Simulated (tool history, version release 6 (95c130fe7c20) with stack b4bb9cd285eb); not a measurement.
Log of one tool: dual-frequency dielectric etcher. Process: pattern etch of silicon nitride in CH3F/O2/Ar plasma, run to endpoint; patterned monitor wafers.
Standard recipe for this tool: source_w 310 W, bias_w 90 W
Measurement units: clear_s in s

run	hour	source_w	bias_w	wafers since the last listed run	hours since the last wet clean	hours since the last source power generator calibration	hours since the last bias power generator calibration	hours since the last upper electrode change	incoming incoming film thickness, nm	clear_s
1	0	330	104	0	72.9	842.8	2836.6	4557.5	49.55	72.3
2	59.3	310	90	578	132.2	902.1	2895.9	4616.8	49.62	77.4
3	99.5	360	90	392	172.4	942.3	2936.1	4657	49.49	74.4
4	158.8	310	90	578	231.7	1001.6	2995.4	4716.3	49.29	78.4
5	229.8	310	90	692	302.7	1072.6	3066.4	4787.3	49.45	79.8
6	310.9	310	90	791	383.8	1153.7	3147.5	4868.4	49.49	80
# hour 350.1: wet clean of the chamber
7	386.8	310	90	506	36.7	1229.6	3223.4	4944.3	49.46	80.6
8	480.5	310	90	913	130.4	1323.3	3317.1	5038	49.04	80.8
9	571.5	310	90	887	221.4	1414.3	3408.1	5129	49.04	81
10	673.5	310	90	994	323.4	1516.3	3510.1	5231	49.83	83
11	717	310	90	424	366.9	1559.8	3553.6	5274.5	48.95	82.2
# hour 793.2: wet clean of the chamber, repeated, since the last time left the tool worse
12	814.2	310	90	713	21	1657	3650.8	5371.7	49.49	77.7
13	914.6	350	103	979	121.4	1757.4	3751.2	5472.1	49.41	70.9
14	970.4	340	70	544	177.2	1813.2	3807	5527.9	49.36	83.6
# hour 982.6: bias power generator calibrated
15	1007	230	107	317	213.8	1849.8	24.4	5564.5	49.59	81.2
16	1052.5	240	102	443	259.3	1895.3	69.9	5610	49.5	82.2
# hour 1152.2: upper electrode replaced
# hour 1160.2: wet clean of the chamber
17	1160.7	310	90	743	0.5	2003.5	178.1	8.5	49.58	77.7
18	1233.8	260	97	713	73.6	2076.6	251.2	81.6	48.97	79.8
19	1286.9	260	69	517	126.7	2129.7	304.3	134.7	49.36	92.5
20	1384.1	310	90	948	223.9	2226.9	401.5	231.9	49.13	79
# hour 1441.4: source power generator calibrated
21	1461.2	310	77	713	301	19.8	478.6	309	48.74	82.5
22	1498.3	260	102	361	338.1	56.9	515.7	346.1	49.93	81.6
# hour 1578.1: wet clean of the chamber
23	1667.8	310	97	1419	89.7	226.4	685.2	515.6	49.6	76.4
24	1720.9	240	84	517	142.8	279.5	738.3	568.7	49.27	86.8
25	1813.6	370	90	904	235.5	372.2	831	661.4	49.7	75.2

Subtracting, for every run, the result it would have given without the tool's unlogged condition from the measured result gives the following. The same run-to-run variation enters both numbers; the gauge's scatter may not:
Unlogged tool condition in this case: etch rate over this chamber's usual, %; source power that arrives over what is set, %; bias power that arrives over what is set, %.
run	clear_s
1	+0.1
2	+0.4
3	+0.6
4	+0.9
5	+1.3
6	+1.8
7	+3.3
8	+3.8
9	+4.4
10	+5
11	+5.2
12	-0.2
13	+0.3
14	+0.7
15	+0.8
16	+1.1
17	+0
18	+0.4
19	+0.8
20	+1.3
21	+1.7
22	+1.9
23	+0.5
24	+0.9
25	+1.3
